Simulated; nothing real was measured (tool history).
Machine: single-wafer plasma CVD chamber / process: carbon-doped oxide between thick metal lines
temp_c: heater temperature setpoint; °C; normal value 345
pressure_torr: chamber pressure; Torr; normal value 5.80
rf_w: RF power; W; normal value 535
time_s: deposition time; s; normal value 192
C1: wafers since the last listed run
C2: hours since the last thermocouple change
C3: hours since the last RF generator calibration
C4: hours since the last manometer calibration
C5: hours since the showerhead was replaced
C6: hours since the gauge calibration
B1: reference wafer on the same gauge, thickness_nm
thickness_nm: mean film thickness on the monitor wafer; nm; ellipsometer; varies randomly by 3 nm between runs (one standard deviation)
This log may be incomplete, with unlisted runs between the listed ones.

Run 1, hour 0.0: usual settings but pressure_torr 6.68 Torr; C1 0; C2 1558.0; C3 1233.1; C4 1785.8; C5 3181.2; C6 2268.0; B1 1249.915. Result: thickness_nm 1046.342 nm.
Run 2, hour 39.9: usual settings; C1 348; C2 1597.9; C3 1273.0; C4 1825.7; C5 3221.1; C6 2307.9; B1 1251.392. Result: thickness_nm 1034.657 nm.
Run 3, hour 89.5: usual settings; C1 433; C2 1647.5; C3 1322.6; C4 1875.3; C5 3270.7; C6 2357.5; B1 1251.642. Result: thickness_nm 1037.712 nm.
At hour 104.0: showerhead replaced.
Run 4, hour 186.8: usual settings but temp_c 339 °C; C1 780; C2 1744.8; C3 1419.9; C4 1972.6; C5 82.8; C6 2454.8; B1 1250.207. Result: thickness_nm 1052.740 nm.
At hour 266.0: thermocouple changed; heater temperature recalibrated.
Run 5, hour 274.8: usual settings but time_s 162 s; C1 699; C2 8.8; C3 1507.9; C4 2060.6; C5 170.8; C6 2542.8; B1 1251.545. Result: thickness_nm 876.810 nm.
Run 6, hour 369.5: usual settings but temp_c 349 °C, pressure_torr 6.38 Torr, rf_w 590 W; C1 827; C2 103.5; C3 1602.6; C4 2155.3; C5 265.5; C6 2637.5; B1 1250.080. Result: thickness_nm 1109.995 nm.
At hour 428.9: RF generator calibrated.
Run 7, hour 429.4: usual settings but pressure_torr 4.45 Torr; C1 453; C2 163.4; C3 0.5; C4 2215.2; C5 325.4; C6 2697.4; B1 1249.392. Result: thickness_nm 1037.307 nm.
Run 8, hour 504.3: usual settings but temp_c 352 °C; C1 654; C2 238.3; C3 75.4; C4 2290.1; C5 400.3; C6 2772.3; B1 1250.477. Result: thickness_nm 1039.054 nm.
Run 9, hour 547.7: usual settings but temp_c 358 °C, time_s 204 s; C1 379; C2 281.7; C3 118.8; C4 2333.5; C5 443.7; C6 2815.7; B1 1250.537. Result: thickness_nm 1090.904 nm.
Run 10, hour 600.7: usual settings but pressure_torr 5.10 Torr, rf_w 480 W; C1 463; C2 334.7; C3 171.8; C4 2386.5; C5 496.7; C6 2868.7; B1 1252.357. Result: thickness_nm 954.464 nm.
Run 11, hour 643.1: usual settings but temp_c 356 °C, pressure_torr 7.18 Torr; C1 370; C2 377.1; C3 214.2; C4 2428.9; C5 539.1; C6 2911.1; B1 1249.365. Result: thickness_nm 1043.692 nm.
At hour 660.2: capacitance manometer re-zeroed and calibrated.
At hour 678.8: gauge calibrated.
Run 12, hour 702.1: usual settings but temp_c 358 °C; C1 445; C2 436.1; C3 273.2; C4 41.9; C5 598.1; C6 23.3; B1 1249.127. Result: thickness_nm 1023.161 nm.
Run 13, hour 778.4: usual settings but rf_w 445 W; C1 666; C2 512.4; C3 349.5; C4 118.2; C5 674.4; C6 99.6; B1 1250.942. Result: thickness_nm 897.618 nm.
Run 14, hour 833.6: usual settings but temp_c 356 °C, time_s 161 s; C1 482; C2 567.6; C3 404.7; C4 173.4; C5 729.6; C6 154.8; B1 1249.300. Result: thickness_nm 860.372 nm.
Run 15, hour 886.3: usual settings but temp_c 337 °C, rf_w 640 W; C1 460; C2 620.3; C3 457.4; C4 226.1; C5 782.3; C6 207.5; B1 1248.422. Result: thickness_nm 1237.151 nm.
Run 16, hour 926.5: usual settings; C1 351; C2 660.5; C3 497.6; C4 266.3; C5 822.5; C6 247.7; B1 1250.740. Result: thickness_nm 1055.123 nm.
Run 17, hour 999.1: usual settings but temp_c 340 °C, rf_w 615 W; C1 634; C2 733.1; C3 570.2; C4 338.9; C5 895.1; C6 320.3; B1 1249.692. Result: thickness_nm 1187.995 nm.
Run 18, hour 1074.1: usual settings but pressure_torr 7.06 Torr; C1 655; C2 808.1; C3 645.2; C4 413.9; C5 970.1; C6 395.3; B1 1250.265. Result: thickness_nm 1068.231 nm.
Run 19, hour 1118.1: usual settings; C1 384; C2 852.1; C3 689.2; C4 457.9; C5 1014.1; C6 439.3; B1 1250.392. Result: thickness_nm 1047.834 nm.
Run 20, hour 1176.0: usual settings; C1 506; C2 910.0; C3 747.1; C4 515.8; C5 1072.0; C6 497.2; B1 1249.705. Result: thickness_nm 1050.580 nm.
Run 21, hour 1272.3: usual settings but pressure_torr 5.17 Torr, time_s 169 s; C1 841; C2 1006.3; C3 843.4; C4 612.1; C5 1168.3; C6 593.5; B1 1250.113. Result: thickness_nm 915.774 nm.
Run 22, hour 1335.1: usual settings; C1 548; C2 1069.1; C3 906.2; C4 674.9; C5 1231.1; C6 656.3; B1 1251.196. Result: thickness_nm 1046.544 nm.
Run 23, hour 1389.0: usual settings; C1 471; C2 1123.0; C3 960.1; C4 728.8; C5 1285.0; C6 710.2; B1 1251.165. Result: thickness_nm 1045.602 nm.
Run 24, hour 1441.3: usual settings but temp_c 350 °C, rf_w 470 W, time_s 219 s; C1 457; C2 1175.3; C3 1012.4; C4 781.1; C5 1337.3; C6 762.5; B1 1248.843. Result: thickness_nm 1043.759 nm.
Run 25, hour 1542.3: usual settings but temp_c 349 °C; C1 882; C2 1276.3; C3 1113.4; C4 882.1; C5 1438.3; C6 863.5; B1 1248.598. Result: thickness_nm 1035.455 nm.
Run 26, hour 1647.6: usual settings but temp_c 355 °C; C1 920; C2 1381.6; C3 1218.7; C4 987.4; C5 1543.6; C6 968.8; B1 1249.795. Result: thickness_nm 1015.937 nm.
Run 27, hour 1730.6: usual settings but temp_c 359 °C, rf_w 450 W; C1 725; C2 1464.6; C3 1301.7; C4 1070.4; C5 1626.6; C6 1051.8; B1 1249.135. Result: thickness_nm 859.987 nm.

For some of the steps in thickness_nm from one run to the next: how much would appear even if the tool had no hidden state, given the settings, what came in and random variation, and how much remains for the hidden state plus any gauge scatter that the measured result and the result without hidden state don't share?
Hidden conditions of the tool in this case: wafer temperature above the value expected at the setpoint (K); delivered RF power above the setpoint (%); true pressure above the setpoint (%); gauge reads high (%).
Run 5 -> 6: temp_c 345 -> 349, pressure_torr 5.80 -> 6.38, rf_w 535 -> 590, time_s 162 -> 192. thickness_nm +233.185 nm: hidden state -7.143, all else +240.328.
Run 6 -> 7: temp_c 349 -> 345, pressure_torr 6.38 -> 4.45, rf_w 590 -> 535, RF generator calibrated. thickness_nm -72.688 nm: hidden state +30.414, all else -103.102.
Run 14 -> 15: temp_c 356 -> 337, rf_w 535 -> 640, time_s 161 -> 192. thickness_nm +376.779 nm: hidden state -3.136, all else +379.915.

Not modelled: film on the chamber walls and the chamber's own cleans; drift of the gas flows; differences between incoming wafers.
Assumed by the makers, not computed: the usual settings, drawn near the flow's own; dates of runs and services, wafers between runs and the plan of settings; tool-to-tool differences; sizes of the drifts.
